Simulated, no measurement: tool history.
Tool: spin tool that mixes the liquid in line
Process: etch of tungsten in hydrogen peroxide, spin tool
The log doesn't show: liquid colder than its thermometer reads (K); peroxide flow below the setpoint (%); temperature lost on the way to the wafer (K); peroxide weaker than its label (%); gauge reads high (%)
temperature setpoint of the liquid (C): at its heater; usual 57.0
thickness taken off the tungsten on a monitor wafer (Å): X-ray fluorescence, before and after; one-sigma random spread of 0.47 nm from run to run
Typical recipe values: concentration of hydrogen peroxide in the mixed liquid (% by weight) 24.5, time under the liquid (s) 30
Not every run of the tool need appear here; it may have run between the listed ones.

run,hour,temperature setpoint of the liquid (C),concentration of hydrogen peroxide in the mixed liquid (% by weight),time under the liquid (s),wafers since the last listed run,hours since the thermometer was replaced,hours since the peroxide flow meter was replaced,hours since the heated supply line was repaired,hours since the drum of peroxide was connected,hours since the gauge calibration,"read-back film thickness of the tungsten reference wafer, read on the same gauge (nm)",thickness taken off the tungsten on a monitor wafer (Å)
1,0.0,57.0,24.5,30,0,1779.2,1202.9,696.3,9.2,305.0,149.97,784.1
2,32.8,57.0,24.5,30,272,1812.0,1235.7,729.1,42.0,337.8,150.01,783.3
3,52.6,57.0,24.5,30,164,1831.8,1255.5,748.9,61.8,357.6,150.02,782.4
4,66.7,57.0,24.5,30,117,1845.9,1269.6,763.0,75.9,371.7,149.97,780.1
5,81.0,57.0,24.5,30,118,1860.2,1283.9,777.3,90.2,386.0,150.00,788.5
# hour 107.8: thermometer replaced
6,110.5,57.0,24.5,30,236,2.7,1313.4,806.8,119.7,415.5,150.02,782.4
7,138.1,60.0,24.5,50,229,30.3,1341.0,834.4,147.3,443.1,150.04,1540.3
8,171.8,66.0,30.0,45,279,64.0,1374.7,868.1,181.0,476.8,150.02,2135.7
9,206.4,57.0,30.0,40,287,98.6,1409.3,902.7,215.6,511.4,150.02,1144.8
10,240.9,54.5,30.0,50,286,133.1,1443.8,937.2,250.1,545.9,150.03,1229.8
# hour 266.4: gauge calibrated
11,276.4,57.0,24.5,30,294,168.6,1479.3,972.7,285.6,10.0,150.02,771.5
12,295.7,60.0,20.0,15,160,187.9,1498.6,992.0,304.9,29.3,150.02,416.8
13,311.9,57.0,21.0,50,134,204.1,1514.8,1008.2,321.1,45.5,149.98,1201.9
# hour 331.4: peroxide flow meter replaced
14,349.4,57.0,24.5,35,303,241.6,18.0,1045.7,358.6,83.0,150.00,953.1
# hour 359.9: heated supply line repaired
15,375.0,57.0,24.5,30,204,267.2,43.6,15.1,384.2,108.6,150.00,820.7
16,390.2,66.0,20.5,15,126,282.4,58.8,30.3,399.4,123.8,150.06,628.1
17,410.5,65.0,24.5,30,168,302.7,79.1,50.6,419.7,144.1,150.01,1290.8
18,443.5,52.5,19.0,15,274,335.7,112.1,83.6,452.7,177.1,150.03,274.4
19,469.3,53.0,19.0,20,214,361.5,137.9,109.4,478.5,202.9,150.02,375.0
20,484.7,62.0,24.5,30,127,376.9,153.3,124.8,493.9,218.3,149.95,1086.6
21,505.0,57.0,24.5,30,168,397.2,173.6,145.1,514.2,238.6,150.00,802.1
22,522.1,57.0,24.5,30,142,414.3,190.7,162.2,531.3,255.7,150.02,805.6
23,549.4,52.0,30.0,40,226,441.6,218.0,189.5,558.6,283.0,150.00,887.4
24,571.8,57.0,24.5,30,186,464.0,240.4,211.9,581.0,305.4,149.98,815.2
25,604.5,57.0,24.5,30,271,496.7,273.1,244.6,613.7,338.1,149.97,810.7

Below are 5 alternative next runs, each starting from the tool's condition after run 25. Predict each:
A,604.9,57.0,24.5,30,3,497.1,273.5,245.0,614.1,338.5,?,?
B,604.9,66.0,24.5,30,3,497.1,273.5,245.0,614.1,338.5,?,?
C,604.9,64.5,24.5,20,3,497.1,273.5,245.0,614.1,338.5,?,?
D,604.9,62.5,19.0,30,3,497.1,273.5,245.0,614.1,338.5,?,?
E,604.9,57.0,27.0,40,3,497.1,273.5,245.0,614.1,338.5,?,?

run,"read-back film thickness of the tungsten reference wafer, read on the same gauge (nm)",thickness taken off the tungsten on a monitor wafer (Å)
A,149.99,808.2
B,149.99,1350.0
C,149.99,827.8
D,149.99,977.0
E,149.99,1131.3
Stripped of hidden state, with their random variation kept, the same runs would have yielded:
run,thickness taken off the tungsten on a monitor wafer (Å)
A,830.0
B,1386.3
C,850.1
D,1003.3
E,1161.7
